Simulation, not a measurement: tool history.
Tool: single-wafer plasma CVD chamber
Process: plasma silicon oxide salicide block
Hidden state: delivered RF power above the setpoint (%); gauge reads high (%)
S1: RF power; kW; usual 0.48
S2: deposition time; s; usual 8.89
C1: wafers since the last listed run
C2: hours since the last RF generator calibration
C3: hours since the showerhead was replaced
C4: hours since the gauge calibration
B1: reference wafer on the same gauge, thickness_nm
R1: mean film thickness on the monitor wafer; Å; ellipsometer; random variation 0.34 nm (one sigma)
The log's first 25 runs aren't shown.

{"run": 26, "hour": 1699.2, "S1": 0.525, "S2": 8.89, "C1": 1030, "C2": 193.9, "C3": 99.9, "C4": 727.7, "B1": 72.03, "R1": 884.31}
{"run": 27, "hour": 1782.1, "S1": 0.48, "S2": 8.89, "C1": 1185, "C2": 276.8, "C3": 182.8, "C4": 810.6, "B1": 71.961, "R1": 866.65}
{"run": 28, "hour": 1819.8, "S1": 0.43, "S2": 8.89, "C1": 538, "C2": 314.5, "C3": 220.5, "C4": 848.3, "B1": 72.033, "R1": 837.56}
{"run": 29, "hour": 1878.2, "S1": 0.545, "S2": 7.32, "C1": 834, "C2": 372.9, "C3": 278.9, "C4": 906.7, "B1": 72.004, "R1": 731.27}
{"run": 30, "hour": 1929.5, "S1": 0.48, "S2": 8.89, "C1": 733, "C2": 424.2, "C3": 330.2, "C4": 958, "B1": 71.984, "R1": 862.01}
{"run": 31, "hour": 2245.0, "S1": 0.565, "S2": 9.34, "C1": 4510, "C2": 739.7, "C3": 645.7, "C4": 1273.5, "B1": 72.012, "R1": 945.27}
{"run": 32, "hour": 2351.1, "S1": 0.41, "S2": 7.66, "C1": 1516, "C2": 845.8, "C3": 751.8, "C4": 1379.6, "B1": 72.053, "R1": 716.41}
{"run": 33, "hour": 2407.2, "S1": 0.48, "S2": 7.84, "C1": 802, "C2": 901.9, "C3": 807.9, "C4": 1435.7, "B1": 71.963, "R1": 758.56}
{"run": 34, "hour": 2473.7, "S1": 0.425, "S2": 8.32, "C1": 950, "C2": 968.4, "C3": 874.4, "C4": 1502.2, "B1": 72.022, "R1": 782.11}
{"run": 35, "hour": 2573.2, "S1": 0.44, "S2": 7.76, "C1": 1422, "C2": 1067.9, "C3": 973.9, "C4": 1601.7, "B1": 71.958, "R1": 739.04}
{"run": 36, "hour": 2610.9, "S1": 0.48, "S2": 10.32, "C1": 538, "C2": 1105.6, "C3": 1011.6, "C4": 1639.4, "B1": 72.029, "R1": 994.64}
{"run": 37, "hour": 2671.8, "S1": 0.535, "S2": 7.73, "C1": 870, "C2": 1166.5, "C3": 1072.5, "C4": 1700.3, "B1": 72.005, "R1": 766.71}
{"run": 38, "hour": 2722.1, "S1": 0.48, "S2": 8.89, "C1": 719, "C2": 1216.8, "C3": 1122.8, "C4": 1750.6, "B1": 71.969, "R1": 858.13}
{"run": 39, "hour": 2800.3, "S1": 0.45, "S2": 7.3, "C1": 1117, "C2": 1295, "C3": 1201, "C4": 1828.8, "B1": 72.003, "R1": 689.45}
{"run": 40, "hour": 2869.3, "S1": 0.43, "S2": 10.24, "C1": 986, "C2": 1364, "C3": 1270, "C4": 1897.8, "B1": 71.998, "R1": 962.67}
{"run": 41, "hour": 2946.6, "S1": 0.48, "S2": 8.89, "C1": 1105, "C2": 1441.3, "C3": 1347.3, "C4": 1975.1, "B1": 72.013, "R1": 854.23}
{"run": 42, "hour": 3161.4, "S1": 0.48, "S2": 7.77, "C1": 3070, "C2": 1656.1, "C3": 1562.1, "C4": 2189.9, "B1": 71.998, "R1": 751.79}
{"hour": 3238.1, "done": "RF generator calibrated"}
{"run": 43, "hour": 3268.8, "S1": 0.525, "S2": 9.8, "C1": 1421, "C2": 30.7, "C3": 1669.5, "C4": 2297.3, "B1": 71.956, "R1": 977.52}
{"run": 44, "hour": 3321.9, "S1": 0.445, "S2": 7.89, "C1": 759, "C2": 83.8, "C3": 1722.6, "C4": 2350.4, "B1": 71.982, "R1": 758.22}

4 ways to go on from here, each from the tool as it stands after run 44. What would each give?
{"run": "A", "hour": 3322.3, "S1": 0.48, "S2": 8.89, "C1": 5, "C2": 84.2, "C3": 1723, "C4": 2350.8, "B1": "?", "R1": "?"}
{"run": "B", "hour": 3322.3, "S1": 0.565, "S2": 7.9, "C1": 5, "C2": 84.2, "C3": 1723, "C4": 2350.8, "B1": "?", "R1": "?"}
{"run": "C", "hour": 3322.3, "S1": 0.48, "S2": 10.09, "C1": 5, "C2": 84.2, "C3": 1723, "C4": 2350.8, "B1": "?", "R1": "?"}
{"run": "D", "hour": 3322.3, "S1": 0.57, "S2": 8.1, "C1": 5, "C2": 84.2, "C3": 1723, "C4": 2350.8, "B1": "?", "R1": "?"}

run=A B1=71.938 R1=864.65
run=B B1=71.938 R1=799.07
run=C B1=71.938 R1=981.36
run=D B1=71.938 R1=821.06
Without the tool's hidden state the same runs would have given:
run=A R1=865.68
run=B R1=800.02
run=C R1=982.53
run=D R1=822.04

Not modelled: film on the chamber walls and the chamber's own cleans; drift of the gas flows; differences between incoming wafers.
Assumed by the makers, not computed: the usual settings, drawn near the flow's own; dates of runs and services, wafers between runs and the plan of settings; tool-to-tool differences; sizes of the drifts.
